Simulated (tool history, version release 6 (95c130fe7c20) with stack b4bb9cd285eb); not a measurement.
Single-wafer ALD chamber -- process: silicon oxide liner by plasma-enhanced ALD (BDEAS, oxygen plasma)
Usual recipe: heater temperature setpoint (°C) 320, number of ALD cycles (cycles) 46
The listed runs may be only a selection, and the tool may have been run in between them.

run	hour	heater temperature setpoint (°C)	number of ALD cycles (cycles)	wafers since the last listed run	hours since the last thermocouple change	hours since the gauge calibration	read-back reference wafer on the same gauge, thickness_nm	mean film thickness on the monitor wafer (Å)
1	0.0	320	46	0	2100.8	364.6	4.419	40.56
2	35.3	320	46	282	2136.1	399.9	4.408	40.78
3	68.6	320	46	266	2169.4	433.2	4.412	40.28
4	83.3	320	52	117	2184.1	447.9	4.415	45.63
5	100.1	320	46	134	2200.9	464.7	4.412	40.47
6	118.1	320	46	143	2218.9	482.7	4.406	40.49
7	152.7	320	46	276	2253.5	517.3	4.406	40.55
8	182.4	320	46	237	2283.2	547.0	4.407	40.53
9	202.4	320	46	159	2303.2	567.0	4.409	40.56
10	215.0	320	46	100	2315.8	579.6	4.402	40.38
11	246.0	313	43	247	2346.8	610.6	4.410	38.14
12	266.7	313	43	165	2367.5	631.3	4.406	38.08
13	295.7	320	39	231	2396.5	660.3	4.406	34.37
14	314.7	320	42	151	2415.5	679.3	4.403	36.98
15	338.7	325	46	191	2439.5	703.3	4.402	40.26
16	373.5	320	54	278	2474.3	738.1	4.398	47.35
17	388.3	328	55	118	2489.1	752.9	4.403	47.71
# hour 392.6: gauge calibrated
18	405.1	320	46	134	2505.9	12.5	4.465	40.80
# hour 414.6: thermocouple changed; heater temperature recalibrated
19	440.6	313	42	219	26.0	48.0	4.464	37.75
20	457.9	316	52	138	43.3	65.3	4.458	46.61
21	474.0	311	53	128	59.4	81.4	4.453	47.67
22	506.7	326	41	261	92.1	114.1	4.445	35.87
23	525.0	320	38	146	110.4	132.4	4.440	33.64
24	548.7	310	52	189	134.1	156.1	4.438	46.86
25	582.1	320	46	266	167.5	189.5	4.431	40.64
26	603.1	314	49	167	188.5	210.5	4.430	43.52
27	620.3	308	46	137	205.7	227.7	4.430	41.41
28	647.6	320	46	218	233.0	255.0	4.419	40.69
29	672.0	308	50	194	257.4	279.4	4.418	44.73
30	704.5	333	38	259	289.9	311.9	4.409	32.87

Forecast each of these 5 alternatives for the next run:
A	705.0	320	46	3	290.4	312.4	?	?
B	705.0	311	46	3	290.4	312.4	?	?
C	705.0	329	46	3	290.4	312.4	?	?
D	705.0	334	49	3	290.4	312.4	?	?
E	705.0	328	49	3	290.4	312.4	?	?

run	read-back reference wafer on the same gauge, thickness_nm	mean film thickness on the monitor wafer (Å)
A	4.413	40.61
B	4.413	41.10
C	4.413	40.13
D	4.413	42.46
E	4.413	42.80
The same runs, with their run-to-run variation unchanged, on a tool lacking any hidden condition would have given:
run	mean film thickness on the monitor wafer (Å)
A	41.11
B	41.60
C	40.62
D	42.98
E	43.32

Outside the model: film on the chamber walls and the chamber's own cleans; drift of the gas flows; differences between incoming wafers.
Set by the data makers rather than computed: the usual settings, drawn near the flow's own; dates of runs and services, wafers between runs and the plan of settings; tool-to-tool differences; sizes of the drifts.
